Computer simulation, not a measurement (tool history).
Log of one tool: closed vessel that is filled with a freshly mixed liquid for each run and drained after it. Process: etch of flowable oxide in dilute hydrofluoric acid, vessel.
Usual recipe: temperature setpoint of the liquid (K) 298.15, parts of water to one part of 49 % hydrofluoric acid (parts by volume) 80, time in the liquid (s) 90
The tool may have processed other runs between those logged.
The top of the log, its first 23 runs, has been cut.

run,hour,temperature setpoint of the liquid (K),parts of water to one part of 49 % hydrofluoric acid (parts by volume),time in the liquid (s),"read-back film thickness of the flowable oxide reference wafer, read on the same gauge (nm)",thickness taken off the flowable oxide on a monitor wafer (Å)
24,304.4,298.15,80,90,80.04,446.2
25,314.2,302.65,110,70,80.00,288.8
26,323.5,298.15,80,90,79.98,459.5
27,338.8,298.15,80,135,80.00,677.4
28,353.4,293.15,115,90,80.01,252.2
29,360.0,298.15,80,90,79.99,452.9
30,370.3,295.15,50,40,79.99,297.0
31,383.1,298.15,80,90,79.98,446.2
32,390.3,298.15,65,90,80.00,567.1
33,399.6,301.15,55,35,79.98,303.4

Alternative continuations, all from the tool just after run 33; predict every row:
A,400.3,298.15,80,90,?,?
B,400.3,301.65,60,60,?,?
C,400.3,295.65,115,125,?,?
D,400.3,295.15,120,50,?,?
E,400.3,298.15,80,40,?,?

run,"read-back film thickness of the flowable oxide reference wafer, read on the same gauge (nm)",thickness taken off the flowable oxide on a monitor wafer (Å)
A,80.00,455.1
B,80.00,477.4
C,80.00,381.7
D,80.00,142.6
E,80.00,202.3
The same runs, with their run-to-run variation unchanged, on a tool lacking any hidden condition would have given:
run,thickness taken off the flowable oxide on a monitor wafer (Å)
A,439.0
B,460.7
C,367.8
D,137.4
E,195.1
